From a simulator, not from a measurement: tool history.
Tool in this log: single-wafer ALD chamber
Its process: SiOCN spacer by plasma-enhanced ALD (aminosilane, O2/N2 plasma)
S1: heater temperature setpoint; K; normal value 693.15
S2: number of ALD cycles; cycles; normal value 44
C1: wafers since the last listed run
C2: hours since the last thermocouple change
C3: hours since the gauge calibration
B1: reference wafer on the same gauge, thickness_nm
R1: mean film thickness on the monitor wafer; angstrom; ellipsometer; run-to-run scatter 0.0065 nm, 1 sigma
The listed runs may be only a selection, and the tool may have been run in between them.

| run | day | S1 | S2 | C1 | C2 | C3 | B1 | R1 |
|---|---|---|---|---|---|---|---|---|
| 1 | 0 | 693.15 | 37 | 0 | 1528.1 | 64.1 | 2.397 | 21.75 |
| 2 | 0.733 | 693.15 | 37 | 97 | 1545.7 | 81.7 | 2.401 | 21.82 |
| 3 | 1.129 | 693.15 | 37 | 52 | 1555.2 | 91.2 | 2.4 | 21.8 |
| 4 | 1.521 | 693.15 | 44 | 52 | 1564.6 | 100.6 | 2.399 | 25.89 |
| 5 | 1.938 | 693.15 | 44 | 55 | 1574.6 | 110.6 | 2.398 | 25.87 |
| 6 | 2.546 | 693.15 | 44 | 80 | 1589.2 | 125.2 | 2.4 | 25.98 |
| 7 | 3.233 | 703.15 | 44 | 91 | 1605.7 | 141.7 | 2.4 | 25.21 |
| 8 | 3.625 | 703.15 | 44 | 52 | 1615.1 | 151.1 | 2.4 | 25.33 |
| 9 | 3.883 | 693.15 | 44 | 34 | 1621.3 | 157.3 | 2.399 | 25.91 |
| 10 | 4.321 | 693.15 | 50 | 58 | 1631.8 | 167.8 | 2.401 | 29.53 |
| 11 | 4.8 | 693.15 | 44 | 63 | 1643.3 | 179.3 | 2.397 | 25.94 |
|  | 5.358 | thermocouple changed; heater temperature recalibrated |
|  | 5.358 | gauge calibrated |
| 12 | 5.379 | 693.15 | 44 | 32 | 0.5 | 0.5 | 2.4 | 25.88 |
| 13 | 5.858 | 687.15 | 38 | 63 | 12 | 12 | 2.4 | 22.82 |
| 14 | 6.321 | 706.15 | 38 | 61 | 23.1 | 23.1 | 2.4 | 21.53 |
| 15 | 7.054 | 693.15 | 44 | 97 | 40.7 | 40.7 | 2.401 | 25.89 |
| 16 | 7.329 | 703.15 | 44 | 36 | 47.3 | 47.3 | 2.401 | 25.16 |
| 17 | 7.6 | 703.15 | 40 | 36 | 53.8 | 53.8 | 2.399 | 22.78 |
| 18 | 8.258 | 679.15 | 47 | 87 | 69.6 | 69.6 | 2.4 | 28.94 |
| 19 | 8.821 | 693.15 | 44 | 74 | 83.1 | 83.1 | 2.4 | 25.98 |
| 20 | 9.562 | 689.15 | 44 | 98 | 100.9 | 100.9 | 2.402 | 26.18 |
| 21 | 10.467 | 704.15 | 37 | 120 | 122.6 | 122.6 | 2.401 | 21.13 |
| 22 | 10.812 | 688.15 | 41 | 46 | 130.9 | 130.9 | 2.402 | 24.53 |
| 23 | 11.217 | 687.15 | 37 | 53 | 140.6 | 140.6 | 2.399 | 22.09 |
| 24 | 11.742 | 693.15 | 44 | 69 | 153.2 | 153.2 | 2.4 | 25.76 |
|  | 12.112 | gauge calibrated |
| 25 | 12.154 | 707.15 | 41 | 54 | 163.1 | 1 | 2.401 | 23.16 |

4 options for the next run, each taken on its own from the tool as it stands now. Forecast them:
| A | 12.175 | 693.15 | 40 | 2 | 163.6 | 1.5 | ? | ? |
| B | 12.175 | 693.15 | 48 | 2 | 163.6 | 1.5 | ? | ? |
| C | 12.175 | 707.15 | 44 | 2 | 163.6 | 1.5 | ? | ? |
| D | 12.175 | 707.15 | 36 | 2 | 163.6 | 1.5 | ? | ? |

| run | B1 | R1 |
|---|---|---|
| A | 2.401 | 23.56 |
| B | 2.401 | 28.27 |
| C | 2.401 | 24.86 |
| D | 2.401 | 20.34 |
With no hidden state in the tool, these same runs would have given:
| run | R1 |
|---|---|
| A | 23.56 |
| B | 28.27 |
| C | 24.86 |
| D | 20.34 |
